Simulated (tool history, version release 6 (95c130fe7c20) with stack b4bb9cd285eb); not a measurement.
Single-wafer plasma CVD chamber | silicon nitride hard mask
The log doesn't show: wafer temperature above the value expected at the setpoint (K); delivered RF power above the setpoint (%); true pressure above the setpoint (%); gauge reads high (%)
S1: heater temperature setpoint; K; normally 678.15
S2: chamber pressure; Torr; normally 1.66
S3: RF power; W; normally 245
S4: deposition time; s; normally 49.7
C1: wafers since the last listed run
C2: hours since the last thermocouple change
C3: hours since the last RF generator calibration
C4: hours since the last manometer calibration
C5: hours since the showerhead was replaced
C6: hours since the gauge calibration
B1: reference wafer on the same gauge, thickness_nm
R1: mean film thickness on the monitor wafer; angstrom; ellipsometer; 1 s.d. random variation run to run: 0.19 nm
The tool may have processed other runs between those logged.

Run 1, hour 0.0: usual settings; C1 0; C2 130.5; C3 1339.6; C4 1556.0; C5 6856.8; C6 1531.4; B1 59.837. Result: R1 514.97 angstrom.
Run 2, hour 45.1: usual settings but S2 1.89 Torr; C1 1349; C2 175.6; C3 1384.7; C4 1601.1; C5 6901.9; C6 1576.5; B1 59.942. Result: R1 531.07 angstrom.
Run 3, hour 102.2: usual settings but S2 1.89 Torr; C1 1709; C2 232.7; C3 1441.8; C4 1658.2; C5 6959.0; C6 1633.6; B1 59.913. Result: R1 529.61 angstrom.
Run 4, hour 161.4: usual settings but S2 1.89 Torr; C1 1771; C2 291.9; C3 1501.0; C4 1717.4; C5 7018.2; C6 1692.8; B1 59.881. Result: R1 534.52 angstrom.
Run 5, hour 214.5: usual settings but S2 1.92 Torr; C1 1589; C2 345.0; C3 1554.1; C4 1770.5; C5 7071.3; C6 1745.9; B1 59.929. Result: R1 527.80 angstrom.
Run 6, hour 286.2: usual settings but S2 1.52 Torr, S4 54.9 s; C1 2146; C2 416.7; C3 1625.8; C4 1842.2; C5 7143.0; C6 1817.6; B1 59.847. Result: R1 557.66 angstrom.
Run 7, hour 317.8: usual settings but S2 1.52 Torr, S4 54.9 s; C1 945; C2 448.3; C3 1657.4; C4 1873.8; C5 7174.6; C6 1849.2; B1 59.865. Result: R1 554.98 angstrom.
At hour 376.0: gauge calibrated.
At hour 376.6: showerhead replaced.
Run 8, hour 386.1: usual settings but S2 1.52 Torr, S4 54.9 s; C1 1804; C2 516.6; C3 1725.7; C4 1942.1; C5 9.5; C6 10.1; B1 59.879. Result: R1 551.72 angstrom.
Run 9, hour 440.9: usual settings; C1 1640; C2 571.4; C3 1780.5; C4 1996.9; C5 64.3; C6 64.9; B1 59.913. Result: R1 512.78 angstrom.
Run 10, hour 470.8: usual settings; C1 894; C2 601.3; C3 1810.4; C4 2026.8; C5 94.2; C6 94.8; B1 59.814. Result: R1 514.18 angstrom.
Run 11, hour 500.4: usual settings but S3 215 W; C1 885; C2 630.9; C3 1840.0; C4 2056.4; C5 123.8; C6 124.4; B1 59.807. Result: R1 453.33 angstrom.
At hour 540.4: RF generator calibrated.
Run 12, hour 540.9: usual settings; C1 972; C2 671.4; C3 0.5; C4 2096.9; C5 164.3; C6 164.9; B1 60.017. Result: R1 512.60 angstrom.
Run 13, hour 591.6: usual settings but S1 692.15 K, S3 275 W; C1 1517; C2 722.1; C3 51.2; C4 2147.6; C5 215.0; C6 215.6; B1 59.845. Result: R1 558.58 angstrom.
Run 14, hour 619.5: usual settings; C1 835; C2 750.0; C3 79.1; C4 2175.5; C5 242.9; C6 243.5; B1 59.905. Result: R1 509.62 angstrom.
Run 15, hour 669.7: usual settings but S2 1.98 Torr, S4 56.2 s; C1 1502; C2 800.2; C3 129.3; C4 2225.7; C5 293.1; C6 293.7; B1 59.997. Result: R1 600.67 angstrom.
At hour 741.3: capacitance manometer re-zeroed and calibrated.
Run 16, hour 741.8: usual settings but S2 1.83 Torr, S3 260 W, S4 59.1 s; C1 1918; C2 872.3; C3 201.4; C4 0.5; C5 365.2; C6 365.8; B1 59.891. Result: R1 665.19 angstrom.
Run 17, hour 800.6: usual settings but S1 689.15 K, S2 1.38 Torr, S4 55.7 s; C1 1759; C2 931.1; C3 260.2; C4 59.3; C5 424.0; C6 424.6; B1 59.850. Result: R1 559.21 angstrom.
Run 18, hour 857.4: usual settings but S4 44.4 s; C1 1700; C2 987.9; C3 317.0; C4 116.1; C5 480.8; C6 481.4; B1 59.918. Result: R1 463.43 angstrom.
Run 19, hour 908.8: usual settings but S1 671.15 K, S2 1.45 Torr, S3 290 W; C1 1538; C2 1039.3; C3 368.4; C4 167.5; C5 532.2; C6 532.8; B1 59.900. Result: R1 581.79 angstrom.
At hour 943.4: thermocouple changed; heater temperature recalibrated.
Run 20, hour 943.9: usual settings; C1 811; C2 0.5; C3 403.5; C4 202.6; C5 567.3; C6 567.9; B1 59.955. Result: R1 520.38 angstrom.
Run 21, hour 978.1: usual settings but S2 1.55 Torr, S3 215 W; C1 1023; C2 34.7; C3 437.7; C4 236.8; C5 601.5; C6 602.1; B1 59.905. Result: R1 455.42 angstrom.
Run 22, hour 1136.7: usual settings but S1 691.15 K, S2 1.31 Torr, S3 270 W, S4 57.7 s; C1 4746; C2 193.3; C3 596.3; C4 395.4; C5 760.1; C6 760.7; B1 59.895. Result: R1 618.07 angstrom.
Run 23, hour 1185.0: usual settings but S4 56.8 s; C1 1445; C2 241.6; C3 644.6; C4 443.7; C5 808.4; C6 809.0; B1 59.997. Result: R1 593.79 angstrom.
Run 24, hour 1210.8: usual settings; C1 772; C2 267.4; C3 670.4; C4 469.5; C5 834.2; C6 834.8; B1 59.897. Result: R1 521.87 angstrom.
Run 25, hour 1360.0: usual settings but S3 270 W; C1 4465; C2 416.6; C3 819.6; C4 618.7; C5 983.4; C6 984.0; B1 59.998. Result: R1 566.42 angstrom.
Run 26, hour 1429.0: usual settings but S2 1.38 Torr, S3 285 W; C1 2065; C2 485.6; C3 888.6; C4 687.7; C5 1052.4; C6 1053.0; B1 59.871. Result: R1 564.34 angstrom.
Run 27, hour 1471.8: usual settings but S4 57.1 s; C1 1281; C2 528.4; C3 931.4; C4 730.5; C5 1095.2; C6 1095.8; B1 59.953. Result: R1 596.07 angstrom.
Run 28, hour 1534.4: usual settings but S4 46.5 s; C1 1873; C2 591.0; C3 994.0; C4 793.1; C5 1157.8; C6 1158.4; B1 59.866. Result: R1 484.83 angstrom.

Pick out some run-to-run changes in R1. Of each, how much would a tool without hidden state show as well, from the settings, what came in and chance, and how much is left for the hidden state and any gauge scatter not in both results compared?
Run 14 -> 15: S2 1.66 -> 1.98, S4 49.7 -> 56.2. R1 +91.05 angstrom: hidden state -1.60, all else +92.65.
Run 15 -> 16: S2 1.98 -> 1.83, S3 245 -> 260, S4 56.2 -> 59.1, capacitance manometer re-zeroed and calibrated. R1 +64.52 angstrom: hidden state +12.93, all else +51.59.
Run 18 -> 19: S1 678.15 -> 671.15, S2 1.66 -> 1.45, S3 245 -> 290, S4 44.4 -> 49.7. R1 +118.36 angstrom: hidden state -0.02, all else +118.38.
Run 21 -> 22: S1 678.15 -> 691.15, S2 1.55 -> 1.31, S3 215 -> 270, S4 49.7 -> 57.7. R1 +162.65 angstrom: hidden state -0.78, all else +163.43.
